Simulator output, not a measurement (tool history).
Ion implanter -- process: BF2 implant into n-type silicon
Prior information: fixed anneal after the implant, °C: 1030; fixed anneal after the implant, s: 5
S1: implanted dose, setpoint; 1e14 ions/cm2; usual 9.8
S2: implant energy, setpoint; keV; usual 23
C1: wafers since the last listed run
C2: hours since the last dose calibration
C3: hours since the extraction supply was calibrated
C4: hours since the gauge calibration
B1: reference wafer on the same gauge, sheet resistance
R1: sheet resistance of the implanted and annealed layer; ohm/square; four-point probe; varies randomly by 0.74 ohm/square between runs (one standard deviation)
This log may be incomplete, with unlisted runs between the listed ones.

Run 1, hour 0: usual settings; C1 0; C2 1920.8; C3 7579.2; C4 5.4; B1 159.05. Result: R1 191.91 ohm/square.
Run 2, hour 15.5: usual settings; C1 272; C2 1936.3; C3 7594.7; C4 20.9; B1 159.03. Result: R1 191.67 ohm/square.
Run 3, hour 27: usual settings; C1 201; C2 1947.8; C3 7606.2; C4 32.4; B1 158.97. Result: R1 192.19 ohm/square.
Run 4, hour 43.6: usual settings; C1 291; C2 1964.4; C3 7622.8; C4 49; B1 159.15. Result: R1 192.52 ohm/square.
Run 5, hour 53.6: usual settings; C1 175; C2 1974.4; C3 7632.8; C4 59; B1 158.95. Result: R1 191.69 ohm/square.
Run 6, hour 65.2: usual settings but S2 24.5 keV; C1 203; C2 1986; C3 7644.4; C4 70.6; B1 159.05. Result: R1 185.76 ohm/square.
Run 7, hour 74.6: usual settings but S2 24.5 keV; C1 165; C2 1995.4; C3 7653.8; C4 80; B1 159.01. Result: R1 187.51 ohm/square.
Run 8, hour 90.8: usual settings; C1 284; C2 2011.6; C3 7670; C4 96.2; B1 159.01. Result: R1 192.01 ohm/square.
Run 9, hour 106.4: usual settings; C1 273; C2 2027.2; C3 7685.6; C4 111.8; B1 159.01. Result: R1 192.1 ohm/square.
Run 10, hour 124.1: usual settings but S1 9.15 1e14 ions/cm2; C1 310; C2 2044.9; C3 7703.3; C4 129.5; B1 158.9. Result: R1 196.74 ohm/square.
Run 11, hour 141.7: usual settings but S1 9.15 1e14 ions/cm2; C1 308; C2 2062.5; C3 7720.9; C4 147.1; B1 159.07. Result: R1 197.88 ohm/square.
Run 12, hour 151.8: usual settings but S1 9.15 1e14 ions/cm2; C1 177; C2 2072.6; C3 7731; C4 157.2; B1 158.91. Result: R1 197.35 ohm/square.
Run 13, hour 166: usual settings but S1 10.9 1e14 ions/cm2, S2 25.5 keV; C1 249; C2 2086.8; C3 7745.2; C4 171.4; B1 158.98. Result: R1 177.37 ohm/square.
Run 14, hour 184.7: usual settings but S1 12.73 1e14 ions/cm2, S2 18 keV; C1 328; C2 2105.5; C3 7763.9; C4 190.1; B1 158.93. Result: R1 204.6 ohm/square.
At hour 187.6: gauge calibrated.
Run 15, hour 192.8: usual settings but S1 11.75 1e14 ions/cm2, S2 16.5 keV; C1 142; C2 2113.6; C3 7772; C4 5.2; B1 159.06. Result: R1 215.74 ohm/square.
Run 16, hour 209.1: usual settings but S1 7.11 1e14 ions/cm2, S2 28 keV; C1 286; C2 2129.9; C3 7788.3; C4 21.5; B1 159.01. Result: R1 207.23 ohm/square.
At hour 225.2: Faraday cup replaced and dose calibrated.
At hour 226.3: extraction supply calibrated.
Run 17, hour 226.8: usual settings; C1 151; C2 1.6; C3 0.5; C4 39.2; B1 159.09. Result: R1 192.22 ohm/square.
Run 18, hour 231.7: usual settings but S1 11.37 1e14 ions/cm2, S2 25.5 keV; C1 86; C2 6.5; C3 5.4; C4 44.1; B1 159.04. Result: R1 174.87 ohm/square.
Run 19, hour 237.9: usual settings but S1 11.41 1e14 ions/cm2, S2 29.5 keV; C1 108; C2 12.7; C3 11.6; C4 50.3; B1 159.06. Result: R1 162.4 ohm/square.
Run 20, hour 247.2: usual settings; C1 163; C2 22; C3 20.9; C4 59.6; B1 159.06. Result: R1 192.5 ohm/square.
Run 21, hour 253.6: usual settings but S1 11.29 1e14 ions/cm2, S2 19 keV; C1 112; C2 28.4; C3 27.3; C4 66; B1 158.9. Result: R1 202.71 ohm/square.
Run 22, hour 264.3: usual settings but S1 11.01 1e14 ions/cm2, S2 27.5 keV; C1 187; C2 39.1; C3 38; C4 76.7; B1 159.12. Result: R1 169.55 ohm/square.
Run 23, hour 278.8: usual settings but S1 12.74 1e14 ions/cm2, S2 26.5 keV; C1 254; C2 53.6; C3 52.5; C4 91.2; B1 159.05. Result: R1 165.81 ohm/square.
Run 24, hour 291.1: usual settings; C1 215; C2 65.9; C3 64.8; C4 103.5; B1 158.93. Result: R1 192.81 ohm/square.
Run 25, hour 308.3: usual settings but S1 12.42 1e14 ions/cm2; C1 301; C2 83.1; C3 82; C4 120.7; B1 158.85. Result: R1 179.99 ohm/square.

Consider 3 possible next runs. They are alternatives, not a sequence: every one starts from the tool as it was left by run 25. What does each give?
Run A, hour 308.7: usual settings but S2 29 keV; C1 7; C2 83.5; C3 82.4; C4 121.1; B1 ?. Result: R1 ?.
Run B, hour 308.7: usual settings but S1 7.06 1e14 ions/cm2, S2 27 keV; C1 7; C2 83.5; C3 82.4; C4 121.1; B1 ?. Result: R1 ?.
Run C, hour 308.7: usual settings but S2 17 keV; C1 7; C2 83.5; C3 82.4; C4 121.1; B1 ?. Result: R1 ?.

run      B1      R1
  A  159.04  172.44
  B  159.04  208.59
  C  159.04  221.69
Without the tool's hidden state the same runs would have given:
run      R1
  A  172.44
  B  208.59
  C  221.69
